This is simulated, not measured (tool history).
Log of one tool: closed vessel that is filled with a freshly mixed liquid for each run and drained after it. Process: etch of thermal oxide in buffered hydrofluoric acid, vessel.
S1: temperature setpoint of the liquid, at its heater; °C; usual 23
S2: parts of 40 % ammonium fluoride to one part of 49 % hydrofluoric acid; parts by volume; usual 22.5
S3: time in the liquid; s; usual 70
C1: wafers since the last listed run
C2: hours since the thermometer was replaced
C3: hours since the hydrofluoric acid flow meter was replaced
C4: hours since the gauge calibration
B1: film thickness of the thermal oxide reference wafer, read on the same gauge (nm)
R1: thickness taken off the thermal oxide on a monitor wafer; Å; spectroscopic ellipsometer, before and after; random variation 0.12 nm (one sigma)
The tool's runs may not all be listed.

run	hour	S1	S2	S3	C1	C2	C3	C4	B1	R1
1	0	19	22.5	80	0	896.5	517.7	2151	129.98	307.2
# hour 46.1: thermometer replaced
2	46.6	19	22.5	80	5697	0.5	564.3	2197.6	130	304.8
3	152.5	23	22.5	70	13230	106.4	670.2	2303.5	129.97	332.9
4	231.5	23	22.5	70	9869	185.4	749.2	2382.5	130.05	334.1
5	304	23	22.5	70	9057	257.9	821.7	2455	129.97	331.1
6	404.3	23	22.5	70	12531	358.2	922	2555.3	130.01	330.4
# hour 473.1: hydrofluoric acid flow meter replaced
7	492.7	23	22.5	70	10919	446.6	19.6	2643.7	129.99	341.7
8	535.5	26	22.5	70	5347	489.4	62.4	2686.5	129.99	400.5
9	597	23	16.5	70	7683	550.9	123.9	2748	130.03	442.6
10	633.3	26	22.5	40	4535	587.2	160.2	2784.3	130.03	227.9
11	709.3	23	15	90	9495	663.2	236.2	2860.3	130	621.8
12	778.4	23	25.5	70	8633	732.3	305.3	2929.4	129.96	307.2
13	854.6	18.5	29	95	9520	808.5	381.5	3005.6	129.98	295.8
# hour 924.2: thermometer replaced
# hour 1095.9: gauge calibrated
14	1113.6	23	22.5	55	32233	189.4	640.5	17.7	130	261.2
15	1213.3	19.5	17.5	70	12456	289.1	740.2	117.4	130.01	332.5
16	1308	23	22.5	70	11831	383.8	834.9	212.1	130.02	329.4
17	1363.3	25	16	40	6908	439.1	890.2	267.4	130.02	277.1
18	1429.9	23	22.5	35	8320	505.7	956.8	334	129.99	164.1
19	1473.2	26.5	26.5	105	5409	549	1000.1	377.3	130.01	531.3
# hour 1492.7: hydrofluoric acid flow meter replaced
20	1561.4	23	22.5	100	10894	637.2	68.7	465.5	129.99	486.2
21	1616	23	14	40	6821	691.8	123.3	520.1	129.97	298.5
22	1653.3	24.5	22.5	70	4660	729.1	160.6	557.4	130.01	367.1
23	1706.4	27.5	14	70	6634	782.2	213.7	610.5	130.01	662.8
24	1754.2	19.5	17.5	70	5971	830	261.5	658.3	129.99	342.4
25	1791.2	26.5	25	30	4622	867	298.5	695.3	129.99	162.6
26	1864.8	23	27.5	70	9195	940.6	372.1	768.9	130.01	291.4
# hour 1885.5: thermometer replaced
27	1951.7	28	27	40	10731	66.2	459	855.8	129.99	220.3
28	2054	23	22.5	70	12780	168.5	561.3	958.1	130.01	335.2
29	2131.7	23	22.5	70	9707	246.2	639	1035.8	129.99	332.9
30	2231.5	23	22.5	70	12468	346	738.8	1135.6	130.01	332.1
31	2336	23	18.5	100	13055	450.5	843.3	1240.1	129.99	542.1
32	2411.2	23	22.5	70	9395	525.7	918.5	1315.3	130	327.1
33	2480.5	23	22.5	40	8658	595	987.8	1384.6	129.96	186.3

How the hidden state differs across the entries between the runs, from the last listed run before each to the first after it:
Between runs 1 and 2: thermometer replaced (hour 46.1)
  hydrofluoric acid flow below the setpoint (%): 2.98 -> 3.24
  measured less the result without the state, R1: -6.5 -> -7 Å
Between runs 6 and 7: hydrofluoric acid flow meter replaced (hour 473.1)
  hydrofluoric acid flow below the setpoint (%): 5.23 -> 0.397
  measured less the result without the state, R1: -12.5 -> -0.9 Å
Between runs 13 and 14: thermometer replaced (hour 924.2); gauge calibrated (hour 1095.9)
  hydrofluoric acid flow below the setpoint (%): 2.41 -> 3.84
  measured less the result without the state, R1: -5.1 -> -7.1 Å
Between runs 19 and 20: hydrofluoric acid flow meter replaced (hour 1492.7)
  hydrofluoric acid flow below the setpoint (%): 5.84 -> 0.76
  measured less the result without the state, R1: -22.4 -> -2.6 Å
Between runs 26 and 27: thermometer replaced (hour 1885.5)
  hydrofluoric acid flow below the setpoint (%): 2.44 -> 2.93
  measured less the result without the state, R1: -5.1 -> -4.5 Å

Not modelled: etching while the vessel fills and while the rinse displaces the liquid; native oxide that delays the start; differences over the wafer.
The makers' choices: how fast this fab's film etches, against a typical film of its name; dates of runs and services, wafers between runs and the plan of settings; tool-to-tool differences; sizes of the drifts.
